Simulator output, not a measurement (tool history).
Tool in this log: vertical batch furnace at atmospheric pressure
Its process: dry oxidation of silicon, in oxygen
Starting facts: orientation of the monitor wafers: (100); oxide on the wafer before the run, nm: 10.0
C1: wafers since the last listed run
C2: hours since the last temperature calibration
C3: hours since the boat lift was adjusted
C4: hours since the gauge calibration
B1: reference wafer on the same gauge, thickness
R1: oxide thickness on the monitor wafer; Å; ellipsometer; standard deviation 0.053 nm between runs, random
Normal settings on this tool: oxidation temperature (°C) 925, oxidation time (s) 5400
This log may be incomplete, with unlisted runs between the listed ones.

{"run": 1, "hour": 0.0, "oxidation temperature (°C)": 935, "oxidation time (s)": 5400, "C1": 0, "C2": 3446.7, "C3": 5327.5, "C4": 45.6, "B1": 38.61, "R1": 399.9}
{"run": 2, "hour": 19.4, "oxidation temperature (°C)": 925, "oxidation time (s)": 3510, "C1": 137, "C2": 3466.1, "C3": 5346.9, "C4": 65.0, "B1": 38.61, "R1": 286.4}
{"run": 3, "hour": 40.6, "oxidation temperature (°C)": 925, "oxidation time (s)": 3510, "C1": 149, "C2": 3487.3, "C3": 5368.1, "C4": 86.2, "B1": 38.58, "R1": 286.5}
{"run": 4, "hour": 50.6, "oxidation temperature (°C)": 925, "oxidation time (s)": 3510, "C1": 70, "C2": 3497.3, "C3": 5378.1, "C4": 96.2, "B1": 38.6, "R1": 286.4}
{"run": 5, "hour": 74.0, "oxidation temperature (°C)": 925, "oxidation time (s)": 5400, "C1": 165, "C2": 3520.7, "C3": 5401.5, "C4": 119.6, "B1": 38.62, "R1": 365.9}
{"run": 6, "hour": 91.5, "oxidation temperature (°C)": 925, "oxidation time (s)": 5400, "C1": 123, "C2": 3538.2, "C3": 5419.0, "C4": 137.1, "B1": 38.64, "R1": 366.7}
{"run": 7, "hour": 108.8, "oxidation temperature (°C)": 925, "oxidation time (s)": 5400, "C1": 122, "C2": 3555.5, "C3": 5436.3, "C4": 154.4, "B1": 38.59, "R1": 366.5}
{"run": 8, "hour": 117.2, "oxidation temperature (°C)": 925, "oxidation time (s)": 3660, "C1": 59, "C2": 3563.9, "C3": 5444.7, "C4": 162.8, "B1": 38.59, "R1": 293.0}
{"run": 9, "hour": 131.9, "oxidation temperature (°C)": 925, "oxidation time (s)": 5400, "C1": 103, "C2": 3578.6, "C3": 5459.4, "C4": 177.5, "B1": 38.57, "R1": 366.0}
{"run": 10, "hour": 147.5, "oxidation temperature (°C)": 925, "oxidation time (s)": 5400, "C1": 110, "C2": 3594.2, "C3": 5475.0, "C4": 193.1, "B1": 38.6, "R1": 366.1}
{"run": 11, "hour": 164.0, "oxidation temperature (°C)": 911, "oxidation time (s)": 5400, "C1": 116, "C2": 3610.7, "C3": 5491.5, "C4": 209.6, "B1": 38.59, "R1": 324.0}
{"hour": 201.3, "done": "boat lift adjusted"}
{"run": 12, "hour": 201.8, "oxidation temperature (°C)": 911, "oxidation time (s)": 5400, "C1": 97, "C2": 3648.5, "C3": 0.5, "C4": 247.4, "B1": 38.59, "R1": 325.2}
{"run": 13, "hour": 207.5, "oxidation temperature (°C)": 925, "oxidation time (s)": 5400, "C1": 40, "C2": 3654.2, "C3": 6.2, "C4": 253.1, "B1": 38.62, "R1": 367.0}
{"run": 14, "hour": 213.1, "oxidation temperature (°C)": 925, "oxidation time (s)": 5400, "C1": 39, "C2": 3659.8, "C3": 11.8, "C4": 258.7, "B1": 38.62, "R1": 366.2}
{"run": 15, "hour": 218.7, "oxidation temperature (°C)": 925, "oxidation time (s)": 3540, "C1": 39, "C2": 3665.4, "C3": 17.4, "C4": 264.3, "B1": 38.57, "R1": 288.1}
{"run": 16, "hour": 230.0, "oxidation temperature (°C)": 925, "oxidation time (s)": 3540, "C1": 79, "C2": 3676.7, "C3": 28.7, "C4": 275.6, "B1": 38.62, "R1": 288.8}
{"run": 17, "hour": 242.2, "oxidation temperature (°C)": 925, "oxidation time (s)": 5400, "C1": 86, "C2": 3688.9, "C3": 40.9, "C4": 287.8, "B1": 38.6, "R1": 366.0}
{"run": 18, "hour": 262.3, "oxidation temperature (°C)": 925, "oxidation time (s)": 5400, "C1": 142, "C2": 3709.0, "C3": 61.0, "C4": 307.9, "B1": 38.61, "R1": 366.1}
{"hour": 277.6, "done": "gauge calibrated"}
{"run": 19, "hour": 316.9, "oxidation temperature (°C)": 907, "oxidation time (s)": 3480, "C1": 385, "C2": 3763.6, "C3": 115.6, "C4": 39.3, "B1": 38.6, "R1": 250.3}
{"hour": 353.5, "done": "thermocouples replaced and temperature profile calibrated"}
{"run": 20, "hour": 354.0, "oxidation temperature (°C)": 925, "oxidation time (s)": 3540, "C1": 92, "C2": 0.5, "C3": 152.7, "C4": 76.4, "B1": 38.61, "R1": 279.9}
{"run": 21, "hour": 359.6, "oxidation temperature (°C)": 925, "oxidation time (s)": 5400, "C1": 39, "C2": 6.1, "C3": 158.3, "C4": 82.0, "B1": 38.6, "R1": 354.6}
{"run": 22, "hour": 369.4, "oxidation temperature (°C)": 912, "oxidation time (s)": 5400, "C1": 69, "C2": 15.9, "C3": 168.1, "C4": 91.8, "B1": 38.59, "R1": 316.5}
{"run": 23, "hour": 377.4, "oxidation temperature (°C)": 925, "oxidation time (s)": 5400, "C1": 56, "C2": 23.9, "C3": 176.1, "C4": 99.8, "B1": 38.62, "R1": 353.2}
{"run": 24, "hour": 398.5, "oxidation temperature (°C)": 925, "oxidation time (s)": 5400, "C1": 149, "C2": 45.0, "C3": 197.2, "C4": 120.9, "B1": 38.61, "R1": 353.0}
{"run": 25, "hour": 406.5, "oxidation temperature (°C)": 910, "oxidation time (s)": 7020, "C1": 56, "C2": 53.0, "C3": 205.2, "C4": 128.9, "B1": 38.61, "R1": 361.8}
{"run": 26, "hour": 415.0, "oxidation temperature (°C)": 944, "oxidation time (s)": 6810, "C1": 60, "C2": 61.5, "C3": 213.7, "C4": 137.4, "B1": 38.56, "R1": 485.9}
{"run": 27, "hour": 432.6, "oxidation temperature (°C)": 925, "oxidation time (s)": 4380, "C1": 124, "C2": 79.1, "C3": 231.3, "C4": 155.0, "B1": 38.59, "R1": 313.7}
{"run": 28, "hour": 449.4, "oxidation temperature (°C)": 904, "oxidation time (s)": 4410, "C1": 118, "C2": 95.9, "C3": 248.1, "C4": 171.8, "B1": 38.59, "R1": 266.4}
{"run": 29, "hour": 467.7, "oxidation temperature (°C)": 925, "oxidation time (s)": 5400, "C1": 129, "C2": 114.2, "C3": 266.4, "C4": 190.1, "B1": 38.62, "R1": 354.4}
{"run": 30, "hour": 494.9, "oxidation temperature (°C)": 908, "oxidation time (s)": 3810, "C1": 192, "C2": 141.4, "C3": 293.6, "C4": 217.3, "B1": 38.56, "R1": 255.6}
{"run": 31, "hour": 510.5, "oxidation temperature (°C)": 925, "oxidation time (s)": 3540, "C1": 110, "C2": 157.0, "C3": 309.2, "C4": 232.9, "B1": 38.61, "R1": 279.6}
{"run": 32, "hour": 532.3, "oxidation temperature (°C)": 903, "oxidation time (s)": 3810, "C1": 154, "C2": 178.8, "C3": 331.0, "C4": 254.7, "B1": 38.58, "R1": 245.5}
{"run": 33, "hour": 552.9, "oxidation temperature (°C)": 925, "oxidation time (s)": 4440, "C1": 145, "C2": 199.4, "C3": 351.6, "C4": 275.3, "B1": 38.58, "R1": 316.6}
{"run": 34, "hour": 561.0, "oxidation temperature (°C)": 935, "oxidation time (s)": 5400, "C1": 57, "C2": 207.5, "C3": 359.7, "C4": 283.4, "B1": 38.62, "R1": 385.5}
{"run": 35, "hour": 570.6, "oxidation temperature (°C)": 900, "oxidation time (s)": 3270, "C1": 67, "C2": 217.1, "C3": 369.3, "C4": 293.0, "B1": 38.59, "R1": 223.9}
{"run": 36, "hour": 588.9, "oxidation temperature (°C)": 925, "oxidation time (s)": 6900, "C1": 129, "C2": 235.4, "C3": 387.6, "C4": 311.3, "B1": 38.62, "R1": 410.9}
{"run": 37, "hour": 612.7, "oxidation temperature (°C)": 925, "oxidation time (s)": 5400, "C1": 168, "C2": 259.2, "C3": 411.4, "C4": 335.1, "B1": 38.62, "R1": 354.0}
{"run": 38, "hour": 635.2, "oxidation temperature (°C)": 941, "oxidation time (s)": 3180, "C1": 158, "C2": 281.7, "C3": 433.9, "C4": 357.6, "B1": 38.61, "R1": 299.5}
{"run": 39, "hour": 648.7, "oxidation temperature (°C)": 925, "oxidation time (s)": 3660, "C1": 95, "C2": 295.2, "C3": 447.4, "C4": 371.1, "B1": 38.6, "R1": 285.6}

Here are 4 independent what-if runs from the current tool condition. What would each one return?
{"run": "A", "hour": 654.4, "oxidation temperature (°C)": 925, "oxidation time (s)": 5400, "C1": 40, "C2": 300.9, "C3": 453.1, "C4": 376.8, "B1": "?", "R1": "?"}
{"run": "B", "hour": 654.4, "oxidation temperature (°C)": 940, "oxidation time (s)": 4320, "C1": 40, "C2": 300.9, "C3": 453.1, "C4": 376.8, "B1": "?", "R1": "?"}
{"run": "C", "hour": 654.4, "oxidation temperature (°C)": 916, "oxidation time (s)": 6720, "C1": 40, "C2": 300.9, "C3": 453.1, "C4": 376.8, "B1": "?", "R1": "?"}
{"run": "D", "hour": 654.4, "oxidation temperature (°C)": 909, "oxidation time (s)": 6810, "C1": 40, "C2": 300.9, "C3": 453.1, "C4": 376.8, "B1": "?", "R1": "?"}

run=A B1=38.58 R1=354.6
run=B B1=38.58 R1=353.9
run=C B1=38.58 R1=373.0
run=D B1=38.58 R1=353.2
The same runs, with their run-to-run variation unchanged, on a tool lacking any hidden condition would have given:
run=A R1=352.9
run=B R1=352.3
run=C R1=371.2
run=D R1=351.4

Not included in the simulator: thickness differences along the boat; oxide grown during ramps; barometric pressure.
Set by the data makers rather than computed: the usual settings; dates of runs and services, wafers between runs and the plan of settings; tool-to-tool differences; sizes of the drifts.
